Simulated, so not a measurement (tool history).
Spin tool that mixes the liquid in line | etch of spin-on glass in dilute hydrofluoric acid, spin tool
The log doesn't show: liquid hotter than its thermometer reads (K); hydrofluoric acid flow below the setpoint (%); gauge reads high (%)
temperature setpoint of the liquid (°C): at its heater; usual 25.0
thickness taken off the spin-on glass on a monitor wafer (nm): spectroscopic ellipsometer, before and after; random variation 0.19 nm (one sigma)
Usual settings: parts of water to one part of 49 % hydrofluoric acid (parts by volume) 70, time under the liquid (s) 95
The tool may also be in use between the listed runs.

run     day  temperature setpoint of the liquid (°C)  parts of water to one part of 49 % hydrofluoric acid (parts by volume)  time under the liquid (s)  wafers since the last listed run  hours since the thermometer was replaced  hours since the hydrofluoric acid flow meter was replaced  hours since the gauge calibration  read-back film thickness of the spin-on glass reference wafer, read on the same gauge (nm)  thickness taken off the spin-on glass on a monitor wafer (nm)
  1   0.000                                     28.0                                                                      70                         95                                 0                                    1177.8                                                     2436.2                               38.7                                                                                       60.00                                                          58.27
  2   0.650                                     28.0                                                                      70                         95                                95                                    1193.4                                                     2451.8                               54.3                                                                                       60.00                                                          58.33
  3   1.396                                     27.5                                                                      70                         95                               109                                    1211.3                                                     2469.7                               72.2                                                                                       60.01                                                          57.55
  4   1.992                                     27.5                                                                      70                         95                                87                                    1225.6                                                     2484.0                               86.5                                                                                       59.99                                                          57.50
  5   2.483                                     25.0                                                                      70                         95                                72                                    1237.4                                                     2495.8                               98.3                                                                                       60.00                                                          51.91
  6   3.096                                     25.0                                                                      70                         95                                90                                    1252.1                                                     2510.5                              113.0                                                                                       59.98                                                          52.14
  7   3.521                                     25.0                                                                      70                         95                                62                                    1262.3                                                     2520.7                              123.2                                                                                       59.99                                                          52.28
      3.846  -- hydrofluoric acid flow meter replaced
  8   4.167                                     25.0                                                                      70                         95                                88                                    1277.8                                                        7.7                              138.7                                                                                       60.00                                                          52.53
  9   4.517                                     25.0                                                                      70                         95                                51                                    1286.2                                                       16.1                              147.1                                                                                       60.00                                                          52.15
 10   5.092                                     25.0                                                                      70                         95                                84                                    1300.0                                                       29.9                              160.9                                                                                       59.99                                                          52.38
 11   5.783                                     25.0                                                                      70                         95                               101                                    1316.6                                                       46.5                              177.5                                                                                       59.99                                                          52.42
 12   6.454                                     25.0                                                                      70                         95                                98                                    1332.7                                                       62.6                              193.6                                                                                       60.00                                                          52.67
 13   7.021                                     25.0                                                                      85                         70                                83                                    1346.3                                                       76.2                              207.2                                                                                       60.03                                                          31.30
 14   7.375                                     28.0                                                                      70                         95                                52                                    1354.8                                                       84.7                              215.7                                                                                       59.99                                                          59.12
 15   8.100                                     21.0                                                                     100                         60                               106                                    1372.2                                                      102.1                              233.1                                                                                       59.99                                                          19.03
 16   8.571                                     25.0                                                                      70                         95                                69                                    1383.5                                                      113.4                              244.4                                                                                       60.02                                                          52.54
 17   9.200                                     27.5                                                                      85                        125                                92                                    1398.6                                                      128.5                              259.5                                                                                       60.00                                                          61.52
 18   9.600                                     25.0                                                                      70                         95                                58                                    1408.2                                                      138.1                              269.1                                                                                       59.98                                                          53.21
      9.750  -- thermometer replaced
      9.762  -- gauge calibrated
 19  10.212                                     25.0                                                                      70                        125                                84                                      11.1                                                      152.8                               10.8                                                                                       60.01                                                          63.20
 20  10.467                                     25.0                                                                      70                         95                                37                                      17.2                                                      158.9                               16.9                                                                                       59.99                                                          48.60
 21  10.804                                     23.5                                                                      70                         95                                49                                      25.3                                                      167.0                               25.0                                                                                       60.01                                                          45.78
 22  11.117                                     25.0                                                                      70                         65                                46                                      32.8                                                      174.5                               32.5                                                                                       60.00                                                          33.16
 23  11.529                                     25.0                                                                      95                        120                                60                                      42.7                                                      184.4                               42.4                                                                                       60.03                                                          43.52
 24  12.083                                     29.0                                                                      50                        115                                81                                      56.0                                                      197.7                               55.7                                                                                       59.97                                                          99.09
 25  12.496                                     25.0                                                                      70                         95                                60                                      65.9                                                      207.6                               65.6                                                                                       60.00                                                          48.67

Forecast each of these 5 alternatives for the next run:
  A  12.512                                     25.0                                                                      45                         95                                 2                                      66.3                                                      208.0                               66.0                                                                                           ?                                                              ?
  B  12.512                                     23.0                                                                      55                         50                                 2                                      66.3                                                      208.0                               66.0                                                                                           ?                                                              ?
  C  12.512                                     20.0                                                                      70                         95                                 2                                      66.3                                                      208.0                               66.0                                                                                           ?                                                              ?
  D  12.512                                     25.0                                                                      55                        110                                 2                                      66.3                                                      208.0                               66.0                                                                                           ?                                                              ?
  E  12.512                                     21.0                                                                      70                         95                                 2                                      66.3                                                      208.0                               66.0                                                                                           ?                                                              ?

run  read-back film thickness of the spin-on glass reference wafer, read on the same gauge (nm)  thickness taken off the spin-on glass on a monitor wafer (nm)
  A                                                                                       60.02                                                          78.25
  B                                                                                       60.02                                                          30.63
  C                                                                                       60.02                                                          39.64
  D                                                                                       60.02                                                          73.12
  E                                                                                       60.02                                                          41.32
Without the tool's hidden state the same runs would have given:
run  thickness taken off the spin-on glass on a monitor wafer (nm)
  A                                                          76.76
  B                                                          30.04
  C                                                          38.87
  D                                                          71.74
  E                                                          40.52
